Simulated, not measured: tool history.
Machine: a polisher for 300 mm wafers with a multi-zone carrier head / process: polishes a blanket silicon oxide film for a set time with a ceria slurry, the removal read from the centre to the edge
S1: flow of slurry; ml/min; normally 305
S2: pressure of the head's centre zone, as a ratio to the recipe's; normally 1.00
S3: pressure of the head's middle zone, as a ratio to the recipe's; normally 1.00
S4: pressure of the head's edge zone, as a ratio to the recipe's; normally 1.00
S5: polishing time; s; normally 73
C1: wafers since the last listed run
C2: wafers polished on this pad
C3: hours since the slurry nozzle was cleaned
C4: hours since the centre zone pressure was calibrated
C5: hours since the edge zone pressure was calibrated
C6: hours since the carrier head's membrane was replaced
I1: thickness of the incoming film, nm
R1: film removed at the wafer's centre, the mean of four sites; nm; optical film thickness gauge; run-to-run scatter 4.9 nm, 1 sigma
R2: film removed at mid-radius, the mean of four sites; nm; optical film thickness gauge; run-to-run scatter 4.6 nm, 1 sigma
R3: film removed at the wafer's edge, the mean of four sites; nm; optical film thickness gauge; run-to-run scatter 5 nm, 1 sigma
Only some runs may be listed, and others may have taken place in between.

run,hour,S1,S2,S3,S4,S5,C1,C2,C3,C4,C5,C6,I1,R1,R2,R3
1,0.0,305,1.00,1.08,1.00,73,0,3437,609.8,92.4,214.9,1167.6,1836.9,360.9,397.9,370.3
2,44.0,305,1.00,1.00,1.00,73,455,3893,653.8,136.4,258.9,1211.6,1871.7,365.8,381.0,371.7
# hour 49.3: worn pad replaced by a new one
3,68.3,305,1.00,1.00,1.07,73,210,197,678.1,160.7,283.2,1235.9,1872.6,364.5,377.5,381.1
4,116.2,200,1.00,0.96,1.00,73,495,693,726.0,208.6,331.1,1283.8,1896.1,355.7,351.9,357.7
5,170.9,305,0.94,1.09,1.00,73,566,1259,780.7,263.3,385.8,1338.5,1913.0,343.6,403.7,381.5
6,240.0,305,1.00,1.00,1.00,73,715,1974,849.8,332.4,454.9,1407.6,1881.9,365.6,377.3,370.6
7,291.2,305,1.00,1.00,1.00,73,529,2504,901.0,383.6,506.1,1458.8,1910.8,364.0,373.6,368.8
# hour 371.8: slurry nozzle cleaned
8,380.2,305,0.94,1.09,1.00,73,910,3415,8.4,472.6,595.1,1547.8,1852.3,357.1,398.5,376.6
# hour 438.3: worn pad replaced by a new one
9,449.2,305,1.00,1.00,1.12,73,672,113,77.4,541.6,664.1,1616.8,1834.2,368.5,376.2,394.3
# hour 471.8: carrier head's membrane replaced by a new one
10,485.6,305,0.94,1.00,1.03,73,325,438,113.8,578.0,700.5,13.8,1877.5,344.7,376.9,385.6
11,528.1,305,1.00,1.00,0.95,73,439,878,156.3,620.5,743.0,56.3,1889.9,360.5,380.1,370.7
# hour 544.5: centre zone pressure recalibrated
12,599.0,305,1.00,1.00,1.00,73,713,1591,227.2,54.5,813.9,127.2,1841.0,357.2,374.1,382.8
13,662.7,305,1.00,1.00,1.08,73,659,2250,290.9,118.2,877.6,190.9,1872.7,362.6,376.7,394.5
14,734.4,305,1.00,1.00,1.00,73,742,2992,362.6,189.9,949.3,262.6,1878.5,367.9,376.4,375.3
15,771.6,390,1.05,1.08,1.00,91,385,3377,399.8,227.1,986.5,299.8,1862.3,473.1,508.3,467.2
16,813.0,225,1.00,1.00,1.10,61,428,3806,441.2,268.5,1027.9,341.2,1840.8,290.4,314.1,313.3
# hour 870.6: worn pad replaced by a new one
17,874.0,305,1.00,1.00,1.08,73,590,35,502.2,329.5,1088.9,402.2,1892.0,364.4,380.9,392.9
18,914.9,305,0.95,1.05,1.00,73,423,458,543.1,370.4,1129.8,443.1,1858.7,349.7,392.9,380.6
19,942.9,305,0.91,1.00,0.90,73,289,748,571.1,398.4,1157.8,471.1,1886.8,334.9,384.8,361.5
20,994.9,305,0.91,1.00,0.90,73,538,1286,623.1,450.4,1209.8,523.1,1891.3,341.2,379.2,361.0
# hour 1009.8: edge zone pressure recalibrated
21,1038.2,355,1.04,1.00,1.00,73,427,1714,666.4,493.7,28.4,566.4,1866.7,380.2,377.7,377.3

Each row is a separate what-if for the run after 21, all from the same tool condition, not one after another. Results?
A,1038.6,305,1.00,1.00,0.96,73,4,1718,666.8,494.1,28.8,566.8,1830.4,?,?,?
B,1038.6,210,1.00,1.00,1.00,66,4,1718,666.8,494.1,28.8,566.8,1830.4,?,?,?
C,1038.6,205,0.97,1.00,1.00,65,4,1718,666.8,494.1,28.8,566.8,1830.4,?,?,?
D,1038.6,305,1.00,1.03,1.00,73,4,1718,666.8,494.1,28.8,566.8,1830.4,?,?,?
E,1038.6,200,1.10,0.91,1.00,91,4,1718,666.8,494.1,28.8,566.8,1830.4,?,?,?

run,R1,R2,R3
A,372.1,379.7,371.7
B,324.6,332.4,331.8
C,310.6,326.7,326.2
D,372.1,389.3,375.9
E,483.1,421.4,456.4
The same runs, with their run-to-run variation unchanged, on a tool lacking any hidden condition would have given:
run,R1,R2,R3
A,372.1,379.7,371.7
B,324.6,332.4,331.8
C,310.6,326.7,326.2
D,372.1,389.3,375.9
E,483.1,421.4,456.4

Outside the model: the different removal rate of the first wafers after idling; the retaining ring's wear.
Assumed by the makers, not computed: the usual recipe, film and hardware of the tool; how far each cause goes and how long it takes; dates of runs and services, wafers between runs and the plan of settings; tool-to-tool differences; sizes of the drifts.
